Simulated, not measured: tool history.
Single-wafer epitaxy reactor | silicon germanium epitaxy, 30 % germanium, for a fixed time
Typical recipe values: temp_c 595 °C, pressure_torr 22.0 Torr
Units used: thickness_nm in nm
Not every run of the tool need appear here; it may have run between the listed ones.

run    hour  temp_c  pressure_torr  read-back reference wafer on the same gauge, thickness_nm  thickness_nm
  1     0.0     595           22.0                                                     64.940        59.977
  2    37.1     583           22.0                                                     64.876        45.960
  3   144.8     583           22.0                                                     64.964        46.177
  4   201.7     590           22.0                                                     64.843        53.984
  5   304.2     590           22.0                                                     64.922        54.326
  6   358.2     595           26.4                                                     64.899        64.762
  7   402.3     595           22.0                                                     64.945        60.114
      446.4  -- showerhead replaced
  8   507.0     595           22.0                                                     64.859        60.120
  9   587.5     582           26.1                                                     64.960        49.087
      602.6  -- gauge calibrated
 10   654.9     595           22.0                                                     65.056        60.843
 11   706.8     600           22.0                                                     64.939        67.652
      754.0  -- pyrometer calibrated
      759.4  -- capacitance manometer re-zeroed and calibrated
 12   801.8     605           17.8                                                     64.901        65.516
 13   840.9     591           19.1                                                     64.878        50.476
 14   913.8     590           22.0                                                     64.855        53.138
 15   950.3     584           20.4                                                     64.950        45.015
 16  1047.5     583           25.8                                                     64.872        49.411
 17  1134.5     609           17.3                                                     64.929        70.231

Consider 3 possible next runs. They are alternatives, not a sequence: every one starts from the tool as it was left by run 17. What does each give?
  A  1134.9     608           22.0                                                          ?             ?
  B  1134.9     609           18.6                                                          ?             ?
  C  1134.9     585           23.9                                                          ?             ?

run  read-back reference wafer on the same gauge, thickness_nm  thickness_nm
  A                                                     64.889        77.743
  B                                                     64.889        73.284
  C                                                     64.889        49.853
With the hidden condition removed and each run's random variation left untouched, the same runs would have given:
run  thickness_nm
  A        76.666
  B        72.268
  C        49.163

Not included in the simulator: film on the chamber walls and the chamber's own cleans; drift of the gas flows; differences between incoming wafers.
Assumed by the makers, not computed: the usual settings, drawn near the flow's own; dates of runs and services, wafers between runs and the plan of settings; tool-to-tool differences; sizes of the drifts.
